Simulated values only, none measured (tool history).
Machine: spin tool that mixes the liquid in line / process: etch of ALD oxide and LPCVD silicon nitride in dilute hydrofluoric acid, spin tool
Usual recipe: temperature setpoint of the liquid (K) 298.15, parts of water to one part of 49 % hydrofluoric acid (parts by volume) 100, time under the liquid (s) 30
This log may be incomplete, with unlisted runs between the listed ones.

run	hour	temperature setpoint of the liquid (K)	parts of water to one part of 49 % hydrofluoric acid (parts by volume)	time under the liquid (s)	read-back film thickness of the ALD oxide reference wafer, read on the same gauge (nm)	thickness taken off the ALD oxide on a monitor wafer (Å)
1	0	298.15	100	30	60.05	60.5
2	148.4	298.15	100	30	60.41	60.2
3	194.6	298.15	100	30	60.57	61
4	249.3	298.15	100	20	60.82	40.7
5	289.7	298.15	100	20	60.99	40.7
6	334.6	298.15	100	30	61.19	62
# hour 379.6: gauge calibrated
7	381.6	296.65	100	30	60.02	57.1
# hour 437.7: thermometer replaced
8	441.3	298.15	100	30	59.97	60.2
9	487.2	298.15	100	25	60.07	50.6
10	512.3	298.15	65	30	60.06	97.5
# hour 533.1: hydrofluoric acid flow meter replaced
11	549.5	294.65	70	30	60.15	77.9
12	599.7	293.15	70	45	60.22	110.1
13	659.1	301.15	100	45	60.38	103.2
14	728.8	294.15	80	30	60.59	65.6
15	759.3	298.15	100	30	60.7	61.3

The logged runs with the hidden state left out (each run's random variation unchanged):
The tool's hidden condition here consists of: liquid colder than its thermometer reads (K); hydrofluoric acid flow above the setpoint (%); gauge reads high (%).
run	thickness taken off the ALD oxide on a monitor wafer (Å)
1	60.5
2	59.8
3	60.4
4	40.2
5	40.1
6	60.8
7	57.1
8	60.2
9	50.6
10	97.4
11	77.7
12	109.7
13	102.6
14	64.9
15	60.6

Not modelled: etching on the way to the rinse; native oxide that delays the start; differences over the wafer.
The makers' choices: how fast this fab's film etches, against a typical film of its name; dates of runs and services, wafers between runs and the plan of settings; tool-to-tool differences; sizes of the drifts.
